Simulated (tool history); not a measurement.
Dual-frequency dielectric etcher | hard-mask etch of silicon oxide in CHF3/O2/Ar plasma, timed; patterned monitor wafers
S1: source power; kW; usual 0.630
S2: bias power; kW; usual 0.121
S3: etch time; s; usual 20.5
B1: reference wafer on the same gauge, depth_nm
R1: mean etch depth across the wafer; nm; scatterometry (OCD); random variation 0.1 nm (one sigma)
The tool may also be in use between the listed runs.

run    hour     S1     S2    S3     B1     R1
  1     0.0  0.630  0.121  20.5  33.19  35.34
  2    71.7  0.630  0.121  20.5  33.20  35.33
  3    98.4  0.630  0.121  20.5  33.21  35.45
      186.3  -- source power generator calibrated
      188.2  -- gauge calibrated
      203.2  -- wet clean of the chamber
  4   304.9  0.630  0.121  24.0  33.21  41.12
  5   376.6  0.630  0.121  24.0  33.21  41.14
  6   407.3  0.630  0.121  16.0  33.19  27.40
  7   462.4  0.630  0.121  16.0  33.21  27.58
  8   625.4  0.630  0.113  20.5  33.22  34.78
  9   654.6  0.500  0.150  18.0  33.21  30.78
      695.0  -- wet clean of the chamber
 10   695.5  0.540  0.103  18.0  33.20  27.99
 11   735.8  0.770  0.145  17.5  33.17  32.99
 12   809.2  0.630  0.121  22.0  33.20  37.47
 13   855.2  0.630  0.121  20.5  33.23  34.92
 14   888.9  0.570  0.138  26.0  33.16  44.55
 15   938.4  0.770  0.121  18.0  33.22  32.57
      972.4  -- upper electrode replaced
     1065.1  -- bias power generator calibrated
     1102.1  -- wet clean of the chamber
 16  1102.6  0.500  0.112  20.5  33.23  32.26
 17  1173.4  0.630  0.121  20.5  33.24  35.18
 18  1201.3  0.630  0.150  20.5  33.22  37.19
 19  1249.6  0.480  0.130  18.5  33.17  29.86
 20  1293.3  0.630  0.121  20.5  33.22  35.44
 21  1348.2  0.630  0.121  20.5  33.19  35.25
 22  1408.7  0.710  0.101  16.0  33.16  27.35
 23  1436.9  0.630  0.094  20.5  33.21  33.38
     1509.9  -- wet clean of the chamber
 24  1510.4  0.780  0.108  18.0  33.23  31.92
 25  1553.3  0.750  0.121  20.5  33.19  36.84
 26  1590.7  0.630  0.121  20.5  33.19  35.03
 27  1635.4  0.630  0.109  18.0  33.20  30.07
 28  1697.7  0.630  0.121  20.5  33.20  35.13

Forecast each of these 5 alternatives for the next run:
  A  1698.1  0.630  0.121  16.5   ?   ?
  B  1698.1  0.630  0.106  20.5   ?   ?
  C  1698.1  0.540  0.147  20.5   ?   ?
  D  1698.1  0.690  0.102  23.5   ?   ?
  E  1698.1  0.530  0.132  26.0   ?   ?

run     B1     R1
  A  33.21  28.20
  B  33.21  33.93
  C  33.21  35.25
  D  33.21  39.62
  E  33.21  43.23
Without the tool's hidden state the same runs would have given:
run     R1
  A  28.09
  B  33.80
  C  35.12
  D  39.47
  E  43.07
